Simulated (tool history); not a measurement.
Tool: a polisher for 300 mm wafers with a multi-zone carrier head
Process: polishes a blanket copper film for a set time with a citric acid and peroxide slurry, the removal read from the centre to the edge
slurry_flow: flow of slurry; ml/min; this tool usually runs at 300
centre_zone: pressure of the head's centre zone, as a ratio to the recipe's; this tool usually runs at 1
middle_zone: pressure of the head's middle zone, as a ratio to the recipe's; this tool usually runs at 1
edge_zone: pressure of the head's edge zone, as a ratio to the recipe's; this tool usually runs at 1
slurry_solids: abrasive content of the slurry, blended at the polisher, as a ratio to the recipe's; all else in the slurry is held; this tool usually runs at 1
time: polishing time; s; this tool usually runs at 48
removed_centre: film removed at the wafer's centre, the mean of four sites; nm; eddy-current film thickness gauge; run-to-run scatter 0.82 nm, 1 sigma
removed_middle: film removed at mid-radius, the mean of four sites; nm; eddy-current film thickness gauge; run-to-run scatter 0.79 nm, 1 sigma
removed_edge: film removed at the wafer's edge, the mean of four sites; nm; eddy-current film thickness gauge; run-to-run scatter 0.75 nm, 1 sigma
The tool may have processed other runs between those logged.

run	hour	slurry_flow	centre_zone	middle_zone	edge_zone	slurry_solids	time	wafers since the last listed run	wafers polished on this pad	hours since the slurry nozzle was cleaned	hours since the centre zone pressure was calibrated	hours since the edge zone pressure was calibrated	hours since the carrier head's membrane was replaced	incoming thickness of the incoming film, nm	removed_centre	removed_middle	removed_edge
1	0	300	1	0.94	1	1	48	0	753	75	71.8	137.5	25.3	746.9	111.7	108.3	112.6
2	11.2	300	1	1.11	1	1	48	158	912	86.2	83	148.7	36.5	759.3	111	124.1	111.5
3	20.1	300	1	1	1.04	1	48	126	1039	95.1	91.9	157.6	45.4	745.1	111.6	113	116.3
4	33.1	300	1	1	1.09	1	48	184	1223	108.1	104.9	170.6	58.4	762.5	110.9	112.9	117.3
# hour 40.9: worn pad replaced by a new one
5	47.9	300	1	1	1.04	1	48	153	99	122.9	119.7	185.4	73.2	753.7	109.9	113	113.9
6	65.4	300	0.93	1	0.88	1	48	248	347	140.4	137.2	202.9	90.7	747.9	101.7	113.1	106.1
7	77.8	300	1	1	1	1	48	175	523	152.8	149.6	215.3	103.1	752.6	110.5	113.2	112.2
8	99.5	200	1	1	1.05	1	48	307	831	174.5	171.3	237	124.8	747.1	105.5	110.9	112.3
9	110.6	300	1.07	1	1	1	48	157	989	185.6	182.4	248.1	135.9	737.4	115.7	112.6	112.2
10	121.3	300	1	0.88	1	1	48	151	1140	196.3	193.1	258.8	146.6	743.1	108.7	101.7	112.9
11	130.8	300	0.91	0.95	1	0.8	48	134	1275	205.8	202.6	268.3	156.1	755.3	94.6	105.1	108.6
# hour 139.7: worn pad replaced by a new one
12	140.2	240	1	1.07	1	0.75	48	76	6	215.2	212	277.7	165.5	740.8	103.7	113.9	106.9
13	155	300	1	1	1	1	48	209	216	230	226.8	292.5	180.3	744.9	108.1	112.2	112.3
14	166.4	300	1	1	1	1	48	161	378	241.4	238.2	303.9	191.7	749.8	108.8	112.8	112.7
15	177.9	300	0.94	1	1	1	48	163	541	252.9	249.7	315.4	203.2	757.9	101.3	112.9	113.8
16	186.1	300	1.03	1	1	1	48	116	658	261.1	257.9	323.6	211.4	759.9	111.7	112.6	113.9
17	192.9	300	1	1	1	1	48	96	754	267.9	264.7	330.4	218.2	746.4	106.8	113.1	113.6
18	208.5	245	1.1	1.1	1	1	38	221	975	283.5	280.3	346	233.8	747.3	92.6	96.8	89.2
19	224.5	235	1	0.93	1	1	40	227	1202	299.5	296.3	362	249.8	741.8	87.6	87.5	93.1
20	231.6	330	1	0.91	1	1	48	100	1303	306.6	303.4	369.1	256.9	735.9	107	104.4	113.8
21	241.5	300	1	1	1.04	1	48	140	1444	316.5	313.3	379	266.8	761.5	106.8	113.1	115.4

For each entry between runs, how does the tool's hidden state at the last listed run before it compare with that at the first listed run after it?
Between runs 4 and 5: worn pad replaced by a new one (hour 40.9)
  deviation of the centre zone's pressure from its setpoint, %: -1.64 -> -1.97
  difference, measured minus the result without the unlogged condition, removed_centre: -1.9 -> -2.3 nm
Between runs 11 and 12: worn pad replaced by a new one (hour 139.7)
  deviation of the centre zone's pressure from its setpoint, %: -3.67 -> -3.84
  difference, measured minus the result without the unlogged condition, removed_centre: -3.7 -> -4.2 nm

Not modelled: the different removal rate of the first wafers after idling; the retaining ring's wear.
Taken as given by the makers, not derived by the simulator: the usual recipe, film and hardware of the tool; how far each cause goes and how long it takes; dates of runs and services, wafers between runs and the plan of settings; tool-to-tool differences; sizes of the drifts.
